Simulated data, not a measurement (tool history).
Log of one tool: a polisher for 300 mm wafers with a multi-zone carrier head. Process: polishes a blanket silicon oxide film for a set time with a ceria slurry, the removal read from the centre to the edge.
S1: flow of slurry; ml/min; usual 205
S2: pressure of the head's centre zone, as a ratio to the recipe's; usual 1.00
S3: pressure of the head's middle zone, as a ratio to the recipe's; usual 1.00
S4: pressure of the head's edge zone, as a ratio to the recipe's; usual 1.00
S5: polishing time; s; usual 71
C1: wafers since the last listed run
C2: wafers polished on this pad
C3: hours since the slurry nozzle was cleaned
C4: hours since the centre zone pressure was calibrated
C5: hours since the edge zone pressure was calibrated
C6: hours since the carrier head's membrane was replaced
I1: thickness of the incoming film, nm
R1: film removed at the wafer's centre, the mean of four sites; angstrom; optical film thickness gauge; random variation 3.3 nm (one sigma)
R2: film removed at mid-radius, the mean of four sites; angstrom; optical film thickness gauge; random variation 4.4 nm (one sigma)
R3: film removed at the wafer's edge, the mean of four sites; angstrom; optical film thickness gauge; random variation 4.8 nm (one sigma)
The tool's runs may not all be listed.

run 1 day=0.000 | S1=205 S2=1.00 S3=1.00 S4=0.92 S5=71 | C1=0 C2=993 C3=13.9 C4=94.7 C5=569.7 C6=141.1 | I1=1030.7 | R1=3797 R2=3928 R3=3597
-- day=0.333 worn pad replaced by a new one
run 2 day=0.812 | S1=205 S2=1.00 S3=1.05 S4=1.00 S5=71 | C1=113 C2=84 C3=33.4 C4=114.2 C5=589.2 C6=160.6 | I1=1028.8 | R1=4173 R2=4414 R3=4169
-- day=1.708 edge zone pressure recalibrated
run 3 day=1.975 | S1=205 S2=1.00 S3=1.05 S4=1.00 S5=71 | C1=190 C2=274 C3=61.3 C4=142.1 C5=6.4 C6=188.5 | I1=1035.8 | R1=4078 R2=4343 R3=4082
run 4 day=2.550 | S1=205 S2=1.00 S3=1.00 S4=1.00 S5=71 | C1=101 C2=376 C3=75.1 C4=155.9 C5=20.2 C6=202.3 | I1=1041.4 | R1=3939 R2=4119 R3=4070
run 5 day=3.133 | S1=205 S2=1.00 S3=1.00 S4=1.00 S5=71 | C1=102 C2=478 C3=89.1 C4=169.9 C5=34.2 C6=216.3 | I1=1029.6 | R1=3971 R2=4151 R3=3968
run 6 day=4.342 | S1=205 S2=1.00 S3=1.00 S4=1.07 S5=49 | C1=213 C2=691 C3=118.1 C4=198.9 C5=63.2 C6=245.3 | I1=1022.7 | R1=2653 R2=2739 R3=2809
run 7 day=5.112 | S1=205 S2=1.00 S3=1.00 S4=0.93 S5=71 | C1=135 C2=827 C3=136.6 C4=217.4 C5=81.7 C6=263.8 | I1=1009.3 | R1=3790 R2=3879 R3=3794
run 8 day=5.750 | S1=205 S2=1.00 S3=0.97 S4=1.00 S5=71 | C1=112 C2=940 C3=151.9 C4=232.7 C5=97.0 C6=279.1 | I1=1037.5 | R1=3744 R2=3803 R3=3845
-- day=7.250 worn pad replaced by a new one
run 9 day=7.271 | S1=205 S2=1.05 S3=1.00 S4=1.00 S5=71 | C1=238 C2=3 C3=188.4 C4=269.2 C5=133.5 C6=315.6 | I1=1001.3 | R1=4277 R2=4170 R3=4114
run 10 day=7.696 | S1=205 S2=1.00 S3=1.00 S4=1.00 S5=71 | C1=74 C2=78 C3=198.6 C4=279.4 C5=143.7 C6=325.8 | I1=1019.0 | R1=4001 R2=4143 R3=4077
run 11 day=8.362 | S1=205 S2=1.05 S3=0.90 S4=1.00 S5=71 | C1=117 C2=195 C3=214.6 C4=295.4 C5=159.7 C6=341.8 | I1=1006.2 | R1=4154 R2=3698 R3=3986
-- day=9.071 centre zone pressure recalibrated
run 12 day=9.529 | S1=165 S2=1.00 S3=1.00 S4=1.00 S5=71 | C1=191 C2=386 C3=242.6 C4=11.0 C5=187.7 C6=369.8 | I1=1006.8 | R1=3720 R2=3878 R3=3885
run 13 day=10.788 | S1=205 S2=1.00 S3=1.00 S4=1.00 S5=71 | C1=221 C2=608 C3=272.8 C4=41.2 C5=217.9 C6=400.0 | I1=1011.5 | R1=3772 R2=3950 R3=3826
run 14 day=11.692 | S1=205 S2=1.00 S3=0.90 S4=1.10 S5=51 | C1=159 C2=768 C3=294.5 C4=62.9 C5=239.6 C6=421.7 | I1=1011.7 | R1=2633 R2=2569 R3=2885
run 15 day=12.379 | S1=205 S2=0.91 S3=0.88 S4=0.93 S5=71 | C1=121 C2=889 C3=311.0 C4=79.4 C5=256.1 C6=438.2 | I1=1028.2 | R1=3337 R2=3396 R3=3570
run 16 day=13.617 | S1=205 S2=1.00 S3=1.00 S4=1.00 S5=71 | C1=218 C2=1107 C3=340.7 C4=109.1 C5=285.8 C6=467.9 | I1=1012.9 | R1=3580 R2=3769 R3=3750
-- day=14.550 worn pad replaced by a new one
run 17 day=14.771 | S1=205 S2=1.00 S3=0.92 S4=1.00 S5=71 | C1=174 C2=39 C3=368.4 C4=136.8 C5=313.5 C6=495.6 | I1=1037.3 | R1=3946 R2=3831 R3=4073
run 18 day=15.292 | S1=205 S2=1.00 S3=1.03 S4=1.00 S5=71 | C1=91 C2=131 C3=380.9 C4=149.3 C5=326.0 C6=508.1 | I1=1030.4 | R1=3841 R2=4171 R3=4010
run 19 day=16.158 | S1=140 S2=0.90 S3=1.00 S4=1.00 S5=71 | C1=152 C2=283 C3=401.7 C4=170.1 C5=346.8 C6=528.9 | I1=1028.4 | R1=3139 R2=3701 R3=3784
run 20 day=16.671 | S1=160 S2=1.08 S3=1.00 S4=1.00 S5=87 | C1=90 C2=374 C3=414.0 C4=182.4 C5=359.1 C6=541.2 | I1=1018.8 | R1=4742 R2=4580 R3=4727
run 21 day=17.379 | S1=170 S2=0.89 S3=0.89 S4=1.07 S5=71 | C1=124 C2=499 C3=431.0 C4=199.4 C5=376.1 C6=558.2 | I1=1032.6 | R1=3201 R2=3417 R3=3906

Forecast each of these 5 alternatives for the next run:
run A day=17.396 | S1=205 S2=1.00 S3=1.00 S4=1.09 S5=71 | C1=2 C2=502 C3=431.4 C4=199.8 C5=376.5 C6=558.6 | I1=1023.3 | R1=? R2=? R3=?
run B day=17.396 | S1=265 S2=1.00 S3=1.00 S4=1.08 S5=71 | C1=2 C2=502 C3=431.4 C4=199.8 C5=376.5 C6=558.6 | I1=1023.3 | R1=? R2=? R3=?
run C day=17.396 | S1=205 S2=0.92 S3=1.00 S4=1.00 S5=71 | C1=2 C2=502 C3=431.4 C4=199.8 C5=376.5 C6=558.6 | I1=1023.3 | R1=? R2=? R3=?
run D day=17.396 | S1=205 S2=0.88 S3=1.00 S4=1.00 S5=71 | C1=2 C2=502 C3=431.4 C4=199.8 C5=376.5 C6=558.6 | I1=1023.3 | R1=? R2=? R3=?
run E day=17.396 | S1=270 S2=0.89 S3=1.00 S4=1.00 S5=71 | C1=2 C2=502 C3=431.4 C4=199.8 C5=376.5 C6=558.6 | I1=1023.3 | R1=? R2=? R3=?

run=A R1=3751 R2=3852 R3=4026
run=B R1=3936 R2=4020 R3=4136
run=C R1=3449 R2=3854 R3=3877
run=D R1=3298 R2=3855 R3=3877
run=E R1=3511 R2=4034 R3=4007
Without the tool's hidden state the same runs would have given:
run=A R1=4233 R2=4313 R3=4429
run=B R1=4374 R2=4442 R3=4509
run=C R1=3892 R2=4315 R3=4265
run=D R1=3721 R2=4316 R3=4265
run=E R1=3898 R2=4454 R3=4367
